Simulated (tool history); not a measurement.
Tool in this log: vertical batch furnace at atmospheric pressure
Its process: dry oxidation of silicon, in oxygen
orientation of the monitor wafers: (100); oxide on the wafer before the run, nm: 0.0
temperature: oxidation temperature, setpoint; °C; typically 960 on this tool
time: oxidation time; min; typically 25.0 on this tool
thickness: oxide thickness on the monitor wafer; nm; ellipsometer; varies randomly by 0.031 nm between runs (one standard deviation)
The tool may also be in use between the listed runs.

run   hour  temperature  time  wafers since the last listed run  hours since the last temperature calibration  hours since the boat lift was adjusted  hours since the gauge calibration  read-back reference wafer on the same gauge, thickness  thickness
  1    0.0          960  25.0                                 0                                        2882.5                                  6050.5                              153.8                                                   24.55      20.61
  2    6.7          960  25.0                               108                                        2889.2                                  6057.2                              160.5                                                   24.55      20.56
      13.1  -- gauge calibrated
  3   16.0          960  25.0                               151                                        2898.5                                  6066.5                                2.9                                                   24.71      20.74
  4   29.3          960  30.5                               216                                        2911.8                                  6079.8                               16.2                                                   24.69      23.50
  5   41.2          960  30.5                               193                                        2923.7                                  6091.7                               28.1                                                   24.68      23.47
  6   54.7          960  17.5                               219                                        2937.2                                  6105.2                               41.6                                                   24.66      16.58
  7   62.9          960  17.5                               133                                        2945.4                                  6113.4                               49.8                                                   24.67      16.58
  8   80.4          960  17.5                               284                                        2962.9                                  6130.9                               67.3                                                   24.64      16.57
  9   93.0          946  25.0                               204                                        2975.5                                  6143.5                               79.9                                                   24.64      17.58
 10  105.0          960  25.0                               195                                        2987.5                                  6155.5                               91.9                                                   24.62      20.68
 11  113.3          960  25.0                               134                                        2995.8                                  6163.8                              100.2                                                   24.60      20.67
 12  126.8          947  30.0                               219                                        3009.3                                  6177.3                              113.7                                                   24.59      19.96
 13  142.7          984  18.0                               258                                        3025.2                                  6193.2                              129.6                                                   24.58      21.05
     177.9  -- gauge calibrated
     181.4  -- thermocouples replaced and temperature profile calibrated
 14  181.9          960  25.0                               247                                           0.5                                  6232.4                                4.0                                                   24.70      20.74
 15  186.1          960  13.0                                68                                           4.7                                  6236.6                                8.2                                                   24.68      13.72
 16  190.3          953  34.5                                 3                                           8.9                                  6240.8                               12.4                                                   24.67      23.48
     210.3  -- boat lift adjusted
 17  210.8          981  19.5                                 7                                          29.4                                     0.5                               32.9                                                   24.67      21.49
 18  215.1          960  25.0                                69                                          33.7                                     4.8                               37.2                                                   24.66      20.71
 19  227.9          981  20.0                               208                                          46.5                                    17.6                               50.0                                                   24.65      21.78
 20  245.7          943  31.0                               289                                          64.3                                    35.4                               67.8                                                   24.64      19.49
 21  263.6          947  13.0                               291                                          82.2                                    53.3                               85.7                                                   24.61      11.51

Entry by entry between the runs, the difference in hidden state between the last listed run before and the first listed run after:
Runs 2 to 3: gauge calibrated (hour 13.1)
  gauge reads high (%): -0.617 -> 0.0394
  difference, measured minus the result without the unlogged condition, thickness: -0.13 -> +0.01 nm
Runs 13 to 14: gauge calibrated (hour 177.9); thermocouples replaced and temperature profile calibrated (hour 181.4)
  gauge reads high (%): -0.467 -> -0.018
  difference, measured minus the result without the unlogged condition, thickness: -0.09 -> +0.00 nm
Runs 16 to 17: boat lift adjusted (hour 210.3)
  gauge reads high (%): -0.0516 -> -0.134
  difference, measured minus the result without the unlogged condition, thickness: -0.01 -> -0.03 nm
